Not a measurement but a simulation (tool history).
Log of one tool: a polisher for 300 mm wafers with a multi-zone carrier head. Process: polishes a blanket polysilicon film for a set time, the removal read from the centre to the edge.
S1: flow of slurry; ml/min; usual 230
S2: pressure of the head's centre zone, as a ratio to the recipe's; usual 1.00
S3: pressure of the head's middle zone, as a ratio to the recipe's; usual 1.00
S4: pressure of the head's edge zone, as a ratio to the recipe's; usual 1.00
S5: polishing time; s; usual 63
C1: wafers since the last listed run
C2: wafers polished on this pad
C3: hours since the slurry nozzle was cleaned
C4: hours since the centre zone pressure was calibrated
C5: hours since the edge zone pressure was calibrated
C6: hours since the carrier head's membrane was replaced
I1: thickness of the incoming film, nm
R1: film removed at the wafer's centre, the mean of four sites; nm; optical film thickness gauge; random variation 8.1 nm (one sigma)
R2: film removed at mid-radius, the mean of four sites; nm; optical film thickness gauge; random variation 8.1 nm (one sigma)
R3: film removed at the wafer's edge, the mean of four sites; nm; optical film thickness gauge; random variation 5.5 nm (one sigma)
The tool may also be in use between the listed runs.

run,hour,S1,S2,S3,S4,S5,C1,C2,C3,C4,C5,C6,I1,R1,R2,R3
1,0.0,230,1.00,1.00,1.00,63,0,1719,71.5,173.3,184.5,1237.4,1703.7,532.2,528.8,521.2
# hour 36.1: worn pad replaced by a new one
2,80.4,230,1.00,1.00,1.00,63,752,436,151.9,253.7,264.9,1317.8,1706.1,542.2,572.1,558.0
3,172.1,230,1.00,1.00,1.00,63,903,1340,243.6,345.4,356.6,1409.5,1714.1,533.8,538.6,536.3
# hour 192.6: edge zone pressure recalibrated
# hour 230.3: worn pad replaced by a new one
4,230.8,230,1.00,1.00,1.00,63,519,5,302.3,404.1,38.2,1468.2,1738.1,564.2,591.4,567.0
5,286.3,230,1.00,1.00,1.00,63,546,552,357.8,459.6,93.7,1523.7,1729.4,545.1,561.3,565.9
# hour 360.9: slurry nozzle cleaned
6,366.9,230,1.00,1.00,1.00,63,784,1336,6.0,540.2,174.3,1604.3,1755.2,533.7,544.5,540.7
# hour 421.9: worn pad replaced by a new one
7,469.4,230,1.00,1.00,1.03,63,970,468,108.5,642.7,276.8,1706.8,1724.7,542.3,571.1,557.5
8,521.1,230,1.05,1.00,0.89,77,509,977,160.2,694.4,328.5,1758.5,1700.4,675.7,691.4,632.9
# hour 539.3: carrier head's membrane replaced by a new one
# hour 549.7: edge zone pressure recalibrated
9,624.6,200,1.00,1.10,1.00,75,951,1928,263.7,797.9,74.9,85.3,1727.8,599.4,666.3,610.8
# hour 643.2: worn pad replaced by a new one
# hour 714.1: centre zone pressure recalibrated
10,714.6,230,1.00,1.00,1.00,63,827,683,353.7,0.5,164.9,175.3,1707.4,539.1,572.7,549.6
11,767.0,185,1.00,1.00,1.00,63,516,1200,406.1,52.9,217.3,227.7,1722.2,513.2,537.1,530.7
# hour 775.7: slurry nozzle cleaned
# hour 819.7: worn pad replaced by a new one
12,847.6,255,1.04,1.00,1.00,47,745,274,71.9,133.5,297.9,308.3,1721.3,427.3,436.7,414.9
# hour 876.9: edge zone pressure recalibrated
13,921.3,230,1.00,1.00,1.00,63,706,981,145.6,207.2,44.4,382.0,1713.6,539.0,545.8,542.1
14,973.1,310,1.00,0.94,1.00,63,510,1491,197.4,259.0,96.2,433.8,1727.8,546.5,530.1,554.6
15,1030.1,230,1.07,1.00,1.00,63,561,2053,254.4,316.0,153.2,490.8,1743.6,524.5,527.2,505.9

How the hidden state differs across the entries between the runs, from the last listed run before each to the first after it:
Between runs 1 and 2: worn pad replaced by a new one (hour 36.1)
  removal rate lost through wear of the pad, %: 8.11 -> 3.19
  measured less the result without the state, R1: -46.9 -> -17.8 nm; R2: -46.6 -> -18.8 nm; R3: -46.0 -> -18.4 nm
Between runs 3 and 4: edge zone pressure recalibrated (hour 192.6); worn pad replaced by a new one (hour 230.3)
  removal rate lost through wear of the pad, %: 6.94 -> 0.265
  measured less the result without the state, R1: -39.8 -> -1.5 nm; R2: -40.1 -> -1.6 nm; R3: -40.0 -> -1.5 nm
Between runs 5 and 6: slurry nozzle cleaned (hour 360.9)
  removal rate lost through wear of the pad, %: 2.54 -> 5.84
  measured less the result without the state, R1: -14.2 -> -33.1 nm; R2: -14.6 -> -33.8 nm; R3: -14.7 -> -33.5 nm
Between runs 6 and 7: worn pad replaced by a new one (hour 421.9)
  removal rate lost through wear of the pad, %: 5.84 -> 2.37
  measured less the result without the state, R1: -33.1 -> -13.2 nm; R2: -33.8 -> -13.8 nm; R3: -33.5 -> -13.5 nm
Between runs 8 and 9: carrier head's membrane replaced by a new one (hour 539.3); edge zone pressure recalibrated (hour 549.7)
  removal rate lost through wear of the pad, %: 4.48 -> 8.72
  measured less the result without the state, R1: -31.7 -> -57.3 nm; R2: -32.5 -> -63.7 nm; R3: -29.7 -> -58.3 nm
Between runs 9 and 10: worn pad replaced by a new one (hour 643.2); centre zone pressure recalibrated (hour 714.1)
  removal rate lost through wear of the pad, %: 8.72 -> 3.4
  measured less the result without the state, R1: -57.3 -> -19.0 nm; R2: -63.7 -> -20.1 nm; R3: -58.3 -> -19.4 nm
Between runs 11 and 12: slurry nozzle cleaned (hour 775.7); worn pad replaced by a new one (hour 819.7)
  removal rate lost through wear of the pad, %: 5.55 -> 2.8
  measured less the result without the state, R1: -30.2 -> -12.3 nm; R2: -31.6 -> -12.5 nm; R3: -31.1 -> -11.9 nm
Between runs 12 and 13: edge zone pressure recalibrated (hour 876.9)
  removal rate lost through wear of the pad, %: 2.8 -> 5.82
  measured less the result without the state, R1: -12.3 -> -33.3 nm; R2: -12.5 -> -33.7 nm; R3: -11.9 -> -33.5 nm
